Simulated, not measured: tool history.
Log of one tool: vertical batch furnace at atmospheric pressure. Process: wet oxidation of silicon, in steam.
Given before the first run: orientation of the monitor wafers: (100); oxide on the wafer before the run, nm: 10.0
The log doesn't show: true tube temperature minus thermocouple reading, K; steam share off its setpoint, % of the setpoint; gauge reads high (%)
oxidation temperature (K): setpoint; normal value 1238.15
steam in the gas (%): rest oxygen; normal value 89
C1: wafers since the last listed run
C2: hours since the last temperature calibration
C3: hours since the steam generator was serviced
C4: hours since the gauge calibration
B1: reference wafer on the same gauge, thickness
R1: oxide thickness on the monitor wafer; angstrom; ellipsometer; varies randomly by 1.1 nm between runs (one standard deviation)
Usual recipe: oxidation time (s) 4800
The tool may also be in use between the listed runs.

Run 1, day 0.000: usual settings; C1 0; C2 2976.7; C3 2561.0; C4 391.2; B1 427.20. Result: R1 3791.5 angstrom.
Run 2, day 2.025: usual settings; C1 714; C2 3025.3; C3 2609.6; C4 439.8; B1 426.77. Result: R1 3793.3 angstrom.
Run 3, day 4.321: usual settings; C1 809; C2 3080.4; C3 2664.7; C4 494.9; B1 426.61. Result: R1 3797.9 angstrom.
Run 4, day 7.050: usual settings but oxidation time (s) 5430, steam in the gas (%) 92; C1 962; C2 3145.9; C3 2730.2; C4 560.4; B1 427.37. Result: R1 4251.1 angstrom.
Run 5, day 8.821: usual settings but oxidation time (s) 5430, steam in the gas (%) 92; C1 624; C2 3188.4; C3 2772.7; C4 602.9; B1 427.26. Result: R1 4261.4 angstrom.
Run 6, day 10.642: usual settings but oxidation time (s) 5430, steam in the gas (%) 92; C1 642; C2 3232.1; C3 2816.4; C4 646.6; B1 427.25. Result: R1 4240.8 angstrom.
Run 7, day 13.562: usual settings but steam in the gas (%) 81; C1 1029; C2 3302.2; C3 2886.5; C4 716.7; B1 426.90. Result: R1 3566.0 angstrom.
Run 8, day 15.804: usual settings but oxidation time (s) 3840; C1 790; C2 3356.0; C3 2940.3; C4 770.5; B1 427.14. Result: R1 3247.6 angstrom.
At day 16.129: gauge calibrated.
Run 9, day 18.133: usual settings but oxidation temperature (K) 1216.15, oxidation time (s) 6930, steam in the gas (%) 92; C1 821; C2 3411.9; C3 2996.2; C4 48.1; B1 427.10. Result: R1 4226.4 angstrom.
At day 20.258: steam generator serviced.
Run 10, day 20.279: usual settings but oxidation temperature (K) 1214.15, steam in the gas (%) 93; C1 404; C2 3463.4; C3 0.5; C4 99.6; B1 426.79. Result: R1 3205.2 angstrom.
At day 24.154: thermocouples replaced and temperature profile calibrated.
Run 11, day 24.175: usual settings but oxidation temperature (K) 1257.15, oxidation time (s) 6090, steam in the gas (%) 81; C1 1021; C2 0.5; C3 94.0; C4 193.1; B1 426.82. Result: R1 4678.2 angstrom.
Run 12, day 26.375: usual settings but oxidation time (s) 5460; C1 775; C2 53.3; C3 146.8; C4 245.9; B1 426.71. Result: R1 4002.5 angstrom.
Run 13, day 28.979: usual settings but oxidation temperature (K) 1246.15, oxidation time (s) 3780, steam in the gas (%) 83; C1 918; C2 115.8; C3 209.3; C4 308.4; B1 427.35. Result: R1 3120.1 angstrom.
Run 14, day 30.162: usual settings but oxidation temperature (K) 1257.15, oxidation time (s) 6090, steam in the gas (%) 81; C1 417; C2 144.2; C3 237.7; C4 336.8; B1 427.25. Result: R1 4658.7 angstrom.
Run 15, day 32.262: usual settings but oxidation time (s) 2400, steam in the gas (%) 80; C1 740; C2 194.6; C3 288.1; C4 387.2; B1 426.58. Result: R1 1998.6 angstrom.

Consider 5 possible next runs. They are alternatives, not a sequence: every one starts from the tool as it was left by run 15. What does each give?
Run A, day 32.454: usual settings but oxidation temperature (K) 1253.15; C1 67; C2 199.2; C3 292.7; C4 391.8; B1 ?. Result: R1 ?.
Run B, day 32.454: usual settings but oxidation time (s) 6120; C1 67; C2 199.2; C3 292.7; C4 391.8; B1 ?. Result: R1 ?.
Run C, day 32.454: usual settings but oxidation temperature (K) 1246.15, oxidation time (s) 3360, steam in the gas (%) 83; C1 67; C2 199.2; C3 292.7; C4 391.8; B1 ?. Result: R1 ?.
Run D, day 32.454: usual settings but oxidation time (s) 6720, steam in the gas (%) 95; C1 67; C2 199.2; C3 292.7; C4 391.8; B1 ?. Result: R1 ?.
Run E, day 32.454: usual settings but oxidation temperature (K) 1220.15, oxidation time (s) 3570, steam in the gas (%) 97; C1 67; C2 199.2; C3 292.7; C4 391.8; B1 ?. Result: R1 ?.

run      B1      R1
  A  427.25  4131.4
  B  427.25  4358.2
  C  427.25  2875.0
  D  427.25  4868.7
  E  427.25  2664.7
Take away the tool's hidden state, keep each run's random variation, and the runs would have read:
run      R1
  A  4113.1
  B  4338.3
  C  2860.4
  D  4847.2
  E  2650.1
